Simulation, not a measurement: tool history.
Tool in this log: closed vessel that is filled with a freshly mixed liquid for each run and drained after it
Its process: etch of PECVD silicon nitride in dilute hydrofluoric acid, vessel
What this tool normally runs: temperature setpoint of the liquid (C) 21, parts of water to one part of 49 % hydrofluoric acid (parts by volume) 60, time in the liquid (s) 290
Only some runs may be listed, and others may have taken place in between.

run	hour	temperature setpoint of the liquid (C)	parts of water to one part of 49 % hydrofluoric acid (parts by volume)	time in the liquid (s)	wafers since the last listed run	hours since the thermometer was replaced	hours since the hydrofluoric acid flow meter was replaced	hours since the gauge calibration	read-back film thickness of the PECVD silicon nitride reference wafer, read on the same gauge (nm)	thickness taken off the PECVD silicon nitride on a monitor wafer (nm)
1	0	21	60	215	0	2515.6	1625.2	62.3	149.97	8.13
2	6.9	21	60	215	495	2522.5	1632.1	69.2	150.01	8.15
3	17.2	21	60	290	740	2532.8	1642.4	79.5	149.99	10.95
4	25.4	21	60	290	589	2541	1650.6	87.7	149.94	10.86
5	42.2	21	60	290	1207	2557.8	1667.4	104.5	149.99	10.99
6	80.3	21	60	290	2737	2595.9	1705.5	142.6	150.01	10.89
7	88.8	21	60	290	610	2604.4	1714	151.1	149.97	10.88
8	96.3	21	60	290	538	2611.9	1721.5	158.6	149.98	10.92
# hour 102.6: gauge calibrated
9	111.3	21	60	290	1077	2626.9	1736.5	8.7	149.96	10.83
10	129.2	21	60	290	1286	2644.8	1754.4	26.6	150.01	10.94
11	138.1	21	50	290	639	2653.7	1763.3	35.5	150.03	12.95
12	148.1	21	75	395	718	2663.7	1773.3	45.5	149.96	11.88
13	154.4	21	60	290	452	2670	1779.6	51.8	150	10.82
14	167.2	23	60	290	919	2682.8	1792.4	64.6	149.97	12.37
15	176.7	22.5	60	370	682	2692.3	1801.9	74.1	150.03	15.31
16	186.3	19.5	50	125	689	2701.9	1811.5	83.7	149.97	5.05
# hour 187.3: thermometer replaced
17	222.7	21	60	290	2543	35.4	1847.9	120.1	150.03	10.8
# hour 249.3: hydrofluoric acid flow meter replaced
18	251	21	60	155	1961	63.7	1.7	148.4	149.96	6.37
19	263.7	21	45	205	912	76.4	14.4	161.1	149.98	11.19
# hour 266.1: gauge calibrated
20	278.1	21	45	410	1034	90.8	28.8	12	149.98	22.22
21	295.7	17	70	210	1264	108.4	46.4	29.6	149.97	5.64
22	304.4	17.5	60	290	625	117.1	55.1	38.3	149.98	9.37
23	311.1	21	60	290	481	123.8	61.8	45	150.01	12.01
24	323.7	25.5	80	385	905	136.4	74.4	57.6	150.02	16.18

What if the next run were any one of these 3? Each begins from the tool's condition after run 24:
A	324.4	21	60	365	50	137.1	75.1	58.3	?	?
B	324.4	21	60	195	50	137.1	75.1	58.3	?	?
C	324.4	18.5	35	160	50	137.1	75.1	58.3	?	?

run	read-back film thickness of the PECVD silicon nitride reference wafer, read on the same gauge (nm)	thickness taken off the PECVD silicon nitride on a monitor wafer (nm)
A	150	15.04
B	150	8.04
C	150	9.35
The same runs, with their run-to-run variation unchanged, on a tool lacking any hidden condition would have given:
run	thickness taken off the PECVD silicon nitride on a monitor wafer (nm)
A	15.18
B	8.11
C	9.43
